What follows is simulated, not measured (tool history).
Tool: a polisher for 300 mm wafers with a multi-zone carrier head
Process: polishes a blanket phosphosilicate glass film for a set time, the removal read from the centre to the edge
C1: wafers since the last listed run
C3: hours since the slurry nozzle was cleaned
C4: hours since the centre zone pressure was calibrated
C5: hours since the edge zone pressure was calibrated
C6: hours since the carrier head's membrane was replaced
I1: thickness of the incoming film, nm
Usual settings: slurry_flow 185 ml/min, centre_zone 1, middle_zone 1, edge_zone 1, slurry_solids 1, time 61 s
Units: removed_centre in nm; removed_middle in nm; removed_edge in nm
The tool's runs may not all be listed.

run 1 day=0 | slurry_flow=185 centre_zone=1 middle_zone=1 edge_zone=1 slurry_solids=1 time=61 | C1=0 wafers_polished_on_this_pad=1846 C3=158.4 C4=170.6 C5=951 C6=766 | I1=3888 | removed_centre=644.2 removed_middle=638.5 removed_edge=633.1
-- day=0.192 worn pad replaced by a new one
run 2 day=1.371 | slurry_flow=185 centre_zone=1 middle_zone=1 edge_zone=1 slurry_solids=1 time=61 | C1=214 wafers_polished_on_this_pad=210 C3=191.3 C4=203.5 C5=983.9 C6=798.9 | I1=3911.9 | removed_centre=642.2 removed_middle=652.8 removed_edge=632.6
run 3 day=2.462 | slurry_flow=185 centre_zone=1 middle_zone=1 edge_zone=1 slurry_solids=1 time=61 | C1=194 wafers_polished_on_this_pad=404 C3=217.5 C4=229.7 C5=1010.1 C6=825.1 | I1=3863.9 | removed_centre=657.1 removed_middle=637.2 removed_edge=630.9
run 4 day=5.183 | slurry_flow=185 centre_zone=1 middle_zone=1 edge_zone=1 slurry_solids=1 time=61 | C1=484 wafers_polished_on_this_pad=888 C3=282.8 C4=295 C5=1075.4 C6=890.4 | I1=3920.1 | removed_centre=658.8 removed_middle=639.8 removed_edge=635.9
run 5 day=7.125 | slurry_flow=140 centre_zone=1 middle_zone=1 edge_zone=1 slurry_solids=1.25 time=61 | C1=345 wafers_polished_on_this_pad=1234 C3=329.4 C4=341.6 C5=1122 C6=937 | I1=3803.7 | removed_centre=676.7 removed_middle=657.8 removed_edge=662.5
run 6 day=8.312 | slurry_flow=185 centre_zone=1 middle_zone=1 edge_zone=0.95 slurry_solids=1 time=61 | C1=211 wafers_polished_on_this_pad=1445 C3=357.9 C4=370.1 C5=1150.5 C6=965.5 | I1=3858.9 | removed_centre=652 removed_middle=637.2 removed_edge=625.5
-- day=8.879 slurry nozzle cleaned
run 7 day=10.267 | slurry_flow=185 centre_zone=1.04 middle_zone=1 edge_zone=1 slurry_solids=1 time=61 | C1=340 wafers_polished_on_this_pad=1785 C3=33.3 C4=417 C5=1197.4 C6=1012.4 | I1=3826.7 | removed_centre=677.7 removed_middle=646.3 removed_edge=642.5
-- day=13.354 worn pad replaced by a new one
run 8 day=13.375 | slurry_flow=185 centre_zone=1.04 middle_zone=1 edge_zone=1 slurry_solids=1 time=61 | C1=523 wafers_polished_on_this_pad=3 C3=107.9 C4=491.6 C5=1272 C6=1087 | I1=3843.8 | removed_centre=693.6 removed_middle=645.8 removed_edge=630.9
-- day=19.096 edge zone pressure recalibrated
run 9 day=19.725 | slurry_flow=185 centre_zone=1 middle_zone=1 edge_zone=1 slurry_solids=1 time=61 | C1=1115 wafers_polished_on_this_pad=1118 C3=260.3 C4=644 C5=15.1 C6=1239.4 | I1=3836.1 | removed_centre=683.7 removed_middle=652 removed_edge=639.6
run 10 day=22.288 | slurry_flow=185 centre_zone=1 middle_zone=1 edge_zone=1 slurry_solids=1 time=61 | C1=456 wafers_polished_on_this_pad=1574 C3=321.8 C4=705.5 C5=76.6 C6=1300.9 | I1=3948 | removed_centre=650.6 removed_middle=656.3 removed_edge=637.8
run 11 day=23.304 | slurry_flow=185 centre_zone=1 middle_zone=1 edge_zone=1 slurry_solids=0.85 time=79 | C1=180 wafers_polished_on_this_pad=1755 C3=346.2 C4=729.9 C5=101 C6=1325.3 | I1=3863.3 | removed_centre=811.6 removed_middle=783.3 removed_edge=773.5
-- day=23.754 slurry nozzle cleaned
run 12 day=25.058 | slurry_flow=185 centre_zone=1 middle_zone=1.06 edge_zone=1.04 slurry_solids=1.15 time=61 | C1=304 wafers_polished_on_this_pad=2060 C3=31.3 C4=772 C5=143.1 C6=1367.4 | I1=3839 | removed_centre=697.8 removed_middle=708.1 removed_edge=681.2
-- day=26.096 worn pad replaced by a new one
run 13 day=26.425 | slurry_flow=185 centre_zone=1.11 middle_zone=1 edge_zone=1 slurry_solids=1 time=55 | C1=213 wafers_polished_on_this_pad=58 C3=64.1 C4=804.8 C5=175.9 C6=1400.2 | I1=3864.5 | removed_centre=632.6 removed_middle=581.9 removed_edge=573.5
-- day=27.021 carrier head's membrane replaced by a new one
run 14 day=27.671 | slurry_flow=185 centre_zone=1 middle_zone=1 edge_zone=1 slurry_solids=1 time=61 | C1=184 wafers_polished_on_this_pad=243 C3=94 C4=834.7 C5=205.8 C6=15.6 | I1=3854.1 | removed_centre=653.3 removed_middle=645.6 removed_edge=637.2
run 15 day=30.417 | slurry_flow=185 centre_zone=1 middle_zone=1 edge_zone=0.91 slurry_solids=1 time=61 | C1=488 wafers_polished_on_this_pad=732 C3=159.9 C4=900.6 C5=271.7 C6=81.5 | I1=3905.7 | removed_centre=682.1 removed_middle=654.3 removed_edge=607.8
run 16 day=33.204 | slurry_flow=185 centre_zone=1 middle_zone=0.97 edge_zone=1 slurry_solids=0.7 time=61 | C1=496 wafers_polished_on_this_pad=1228 C3=226.8 C4=967.5 C5=338.6 C6=148.4 | I1=3905.5 | removed_centre=582.2 removed_middle=536.5 removed_edge=549.3
run 17 day=34.779 | slurry_flow=185 centre_zone=1 middle_zone=0.89 edge_zone=0.9 slurry_solids=1 time=76 | C1=280 wafers_polished_on_this_pad=1508 C3=264.6 C4=1005.3 C5=376.4 C6=186.2 | I1=3867.6 | removed_centre=838.9 removed_middle=730.7 removed_edge=751.3
-- day=35.621 slurry nozzle cleaned
-- day=36.612 centre zone pressure recalibrated
-- day=39.167 worn pad replaced by a new one
run 18 day=43.558 | slurry_flow=150 centre_zone=1 middle_zone=1.07 edge_zone=1 slurry_solids=1 time=61 | C1=1510 wafers_polished_on_this_pad=781 C3=190.5 C4=166.7 C5=587.1 C6=396.9 | I1=3846.4 | removed_centre=616.1 removed_middle=645.3 removed_edge=618.6
run 19 day=46.267 | slurry_flow=225 centre_zone=1 middle_zone=1 edge_zone=1 slurry_solids=1.25 time=61 | C1=481 wafers_polished_on_this_pad=1263 C3=255.5 C4=231.7 C5=652.1 C6=461.9 | I1=3890.8 | removed_centre=726.9 removed_middle=710.6 removed_edge=705.9
-- day=48.204 slurry nozzle cleaned
run 20 day=49.238 | slurry_flow=140 centre_zone=1 middle_zone=1 edge_zone=1 slurry_solids=1.25 time=61 | C1=521 wafers_polished_on_this_pad=1784 C3=24.8 C4=303 C5=723.4 C6=533.2 | I1=3859.9 | removed_centre=657.2 removed_middle=676.6 removed_edge=659
-- day=50.896 worn pad replaced by a new one
run 21 day=51.462 | slurry_flow=185 centre_zone=1 middle_zone=1 edge_zone=1 slurry_solids=1 time=61 | C1=366 wafers_polished_on_this_pad=101 C3=78.2 C4=356.4 C5=776.8 C6=586.6 | I1=3846.5 | removed_centre=663 removed_middle=652.8 removed_edge=635.7
run 22 day=53.25 | slurry_flow=185 centre_zone=1.1 middle_zone=1 edge_zone=1 slurry_solids=1.15 time=61 | C1=318 wafers_polished_on_this_pad=419 C3=121.1 C4=399.3 C5=819.7 C6=629.5 | I1=3869.9 | removed_centre=729.1 removed_middle=691.4 removed_edge=673

Hidden state at the last listed run before each entry between runs and at the first one after, where it differs:
Between runs 1 and 2: worn pad replaced by a new one (day 0.192)
  deviation of the centre zone's pressure from its setpoint, %: 4.78 -> 5.45
  measured less the result without the state, removed_centre: +17.3 -> +19.5 nm
Between runs 6 and 7: slurry nozzle cleaned (day 8.879)
  deviation of the centre zone's pressure from its setpoint, %: 8.07 -> 8.62
  measured less the result without the state, removed_centre: +29 -> +32.1 nm
Between runs 7 and 8: worn pad replaced by a new one (day 13.354)
  deviation of the centre zone's pressure from its setpoint, %: 8.62 -> 9.37
  measured less the result without the state, removed_centre: +32.1 -> +35.5 nm
Between runs 8 and 9: edge zone pressure recalibrated (day 19.096)
  deviation of the centre zone's pressure from its setpoint, %: 9.37 -> 10.5
  measured less the result without the state, removed_centre: +35.5 -> +39.1 nm
Between runs 11 and 12: slurry nozzle cleaned (day 23.754)
  deviation of the centre zone's pressure from its setpoint, %: 11 -> 11.2
  measured less the result without the state, removed_centre: +48.4 -> +42.3 nm
Between runs 12 and 13: worn pad replaced by a new one (day 26.096)
  deviation of the centre zone's pressure from its setpoint, %: 11.2 -> 11.3
  measured less the result without the state, removed_centre: +42.3 -> +38.7 nm
Between runs 13 and 14: carrier head's membrane replaced by a new one (day 27.021)
  deviation of the centre zone's pressure from its setpoint, %: 11.3 -> 11.4
  measured less the result without the state, removed_centre: +38.7 -> +40.5 nm
Between runs 17 and 18: slurry nozzle cleaned (day 35.621); centre zone pressure recalibrated (day 36.612); worn pad replaced by a new one (day 39.167)
  deviation of the centre zone's pressure from its setpoint, %: 12 -> 4.45
  measured less the result without the state, removed_centre: +54.1 -> +15.4 nm
Between runs 19 and 20: slurry nozzle cleaned (day 48.204)
  deviation of the centre zone's pressure from its setpoint, %: 5.73 -> 6.9
  measured less the result without the state, removed_centre: +23.2 -> +25.2 nm
Between runs 20 and 21: worn pad replaced by a new one (day 50.896)
  deviation of the centre zone's pressure from its setpoint, %: 6.9 -> 7.64
  measured less the result without the state, removed_centre: +25.2 -> +28 nm
